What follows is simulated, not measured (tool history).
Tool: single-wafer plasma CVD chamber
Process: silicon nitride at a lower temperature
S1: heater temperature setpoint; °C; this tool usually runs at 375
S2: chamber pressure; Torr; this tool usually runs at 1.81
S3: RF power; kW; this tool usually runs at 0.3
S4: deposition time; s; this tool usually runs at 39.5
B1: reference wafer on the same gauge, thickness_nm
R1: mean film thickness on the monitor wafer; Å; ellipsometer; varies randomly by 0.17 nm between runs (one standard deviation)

run   hour   S1    S2     S3    S4      B1      R1
  1      0  375  1.81  0.335  39.5  37.789  476.64
  2   29.9  375  1.81  0.335  39.5   37.84  478.15
  3   60.3  375  1.81  0.285  45.5  37.816  472.77
  4   85.3  375  1.81  0.285  45.5  37.744  473.65
     101.4  -- gauge calibrated
       104  -- thermocouple changed; heater temperature recalibrated
     117.3  -- RF generator calibrated
  5  117.8  375  1.81  0.285  45.5  37.852   445.3
  6  148.1  375  1.81  0.345  39.5  37.769  465.59
     167.9  -- showerhead replaced
     179.8  -- RF generator calibrated, repeated, since the last time left the tool worse
  7  180.3  375  1.81  0.345  39.5  37.796  510.19
  8  192.4  375  1.81    0.3  39.5  37.825   450.4
  9  215.7  375  1.96  0.255  39.5  37.793  393.45
     234.7  -- capacitance manometer re-zeroed and calibrated
 10  235.2  379  1.81  0.275  39.5  37.827  415.64
 11  247.7  363  1.57    0.3  45.6  37.833  508.97
 12  278.2  375  2.24  0.255  32.1  37.873  331.35
 13  293.6  375  1.36    0.3  39.5  37.784  425.91
 14  317.2  375  1.81    0.3  42.5  37.768  486.71

Below, some changes in R1 between adjacent runs. For each, the amount present without the hidden state too (settings, incoming material, random variation) and the amount remaining for the hidden state with gauge scatter not shared by both compared results:
The tool's hidden condition here consists of: wafer temperature above the value expected at the setpoint (K); delivered RF power above the setpoint (%); true pressure above the setpoint (%); gauge reads high (%).
Run 6 -> 7: showerhead replaced, RF generator calibrated, repeated, since the last time left the tool worse. R1 +44.6 Å: hidden state +46.99, all else -2.39.
Run 11 -> 12: S1 363 -> 375, S2 1.57 -> 2.24, S3 0.3 -> 0.255, S4 45.6 -> 32.1. R1 -177.62 Å: hidden state +0.41, all else -178.03.
